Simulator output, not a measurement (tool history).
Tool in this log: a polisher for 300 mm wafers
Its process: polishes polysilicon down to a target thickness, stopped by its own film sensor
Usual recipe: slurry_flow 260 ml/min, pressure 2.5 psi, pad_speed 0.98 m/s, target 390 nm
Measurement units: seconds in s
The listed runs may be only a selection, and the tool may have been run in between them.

run,hour,slurry_flow,pressure,pad_speed,target,"incoming thickness of the incoming film, nm",seconds
1,0,260,2.5,0.98,390,776.8,46.9
2,14.1,260,2.5,0.98,390,795,49.7
3,25.3,260,2.5,0.98,390,776.2,47.8
4,64.2,260,2.5,1.22,390,791.6,40.8
5,72.9,260,2.5,1.22,390,787.8,42
6,90.7,260,2.5,0.98,390,784.9,54.5
# hour 97.4: worn pad replaced by a new one
7,119.6,260,2.5,0.98,390,791.6,48.7
# hour 132: head pressure recalibrated
8,137,260,2.5,0.98,390,789.6,48.7
# hour 139.7: slurry nozzle cleaned
9,146.5,310,2.5,0.98,390,773.2,46.8
10,153.1,320,2.2,1.3,524,791.7,26.8
11,169.5,215,2.1,0.98,508,783.1,39.2
12,177.1,260,2.5,1.18,256,796.8,58.9
# hour 184.5: worn pad replaced by a new one
13,191.5,260,2.8,0.98,504,778.6,31.1
14,232,260,2.5,0.98,390,780.7,48.6
15,244.1,260,2.5,0.98,390,776.7,48.9
16,260,260,2.1,1.2,390,772.5,44.5

Branching from run 16: 5 alternative next runs. What would each branch give?
A,260.4,260,2.5,0.98,390,793.1,?
B,260.4,260,2.5,0.98,506,793.1,?
C,260.4,335,1.8,0.98,390,793.1,?
D,260.4,260,2.8,1.08,390,793.1,?
E,260.4,340,1.9,1.18,521,793.1,?

run,seconds
A,52.8
B,37.6
C,62.5
D,44.8
E,34.2
Without the tool's hidden state the same runs would have given:
run,seconds
A,48.4
B,34.5
C,57.3
D,41.1
E,31.3
